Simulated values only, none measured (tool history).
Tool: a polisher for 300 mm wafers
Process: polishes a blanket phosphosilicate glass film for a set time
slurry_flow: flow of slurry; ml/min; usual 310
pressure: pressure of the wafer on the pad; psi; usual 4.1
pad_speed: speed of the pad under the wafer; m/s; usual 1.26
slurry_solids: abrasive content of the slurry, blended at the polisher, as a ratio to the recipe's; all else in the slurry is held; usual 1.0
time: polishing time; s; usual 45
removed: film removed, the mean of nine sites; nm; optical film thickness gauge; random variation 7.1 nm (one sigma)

run   hour  slurry_flow  pressure  pad_speed  slurry_solids  time  wafers since the last listed run  wafers polished on this pad  hours since the slurry nozzle was cleaned  hours since the head pressure was calibrated  hours since the slurry blender was calibrated  hours since the conditioning disc was replaced  incoming thickness of the incoming film, nm  removed
  1    0.0          310       3.5       1.26            1.0    57                                 0                         2394                                      159.2                                         233.5                                          214.3                                           129.6                                       1942.7    599.4
  2   95.8          310       4.7       1.26            1.0    45                              1623                         4017                                      255.0                                         329.3                                          310.1                                           225.4                                       1929.6    622.9
  3  128.1          235       4.1       1.06            1.0    30                               547                         4564                                      287.3                                         361.6                                          342.4                                           257.7                                       1972.5    303.3
  4  173.4          310       4.1       1.26            1.0    45                               767                         5332                                      332.6                                         406.9                                          387.7                                           303.0                                       1997.4    536.4
  5  211.2          310       4.1       1.26            1.0    45                               640                         5973                                      370.4                                         444.7                                          425.5                                           340.8                                       1971.6    518.6
  6  246.1          280       4.1       1.26            1.0    45                               591                         6564                                      405.3                                         479.6                                          460.4                                           375.7                                       1989.6    522.9
     291.9  -- slurry blender recalibrated
  7  307.0          310       4.1       1.26            1.2    45                               998                         7562                                      466.2                                         540.5                                           15.1                                           436.6                                       1988.9    602.4
     345.6  -- head pressure recalibrated
  8  359.3          225       4.1       1.26            1.0    55                               852                         8414                                      518.5                                          13.7                                           67.4                                           488.9                                       1968.2    630.7
     390.3  -- worn pad replaced by a new one
  9  411.4          235       4.1       1.06            1.0    30                               815                          358                                      570.6                                          65.8                                          119.5                                           541.0                                       1976.1    304.8
     425.8  -- conditioning disc replaced and pad reconditioned
 10  464.4          310       4.1       1.26            1.0    45                               864                         1222                                      623.6                                         118.8                                          172.5                                            38.6                                       1964.5    535.6
     652.9  -- slurry nozzle cleaned
 11  667.0          255       4.1       0.98            1.0    37                              3416                         4638                                       14.1                                         321.4                                          375.1                                           241.2                                       1958.3    369.8
 12  718.0          310       3.2       1.26            1.2    45                               864                         5502                                       65.1                                         372.4                                          426.1                                           292.2                                       1938.3    492.1
     755.8  -- slurry blender recalibrated
 13  770.9          310       4.1       1.26            1.0    35                               862                         6365                                      118.0                                         425.3                                           15.1                                           345.1                                       1974.7    433.1

The next listed run, before its measurement:
 14  801.8          310       4.1       1.26            1.0    45                               523                         6888                                      148.9                                         456.2                                           46.0                                           376.0                                       1941.9        ?

{"run 14": {"removed": 548.8}}
Without the tool's hidden state the same run would have given removed 558.7 nm.

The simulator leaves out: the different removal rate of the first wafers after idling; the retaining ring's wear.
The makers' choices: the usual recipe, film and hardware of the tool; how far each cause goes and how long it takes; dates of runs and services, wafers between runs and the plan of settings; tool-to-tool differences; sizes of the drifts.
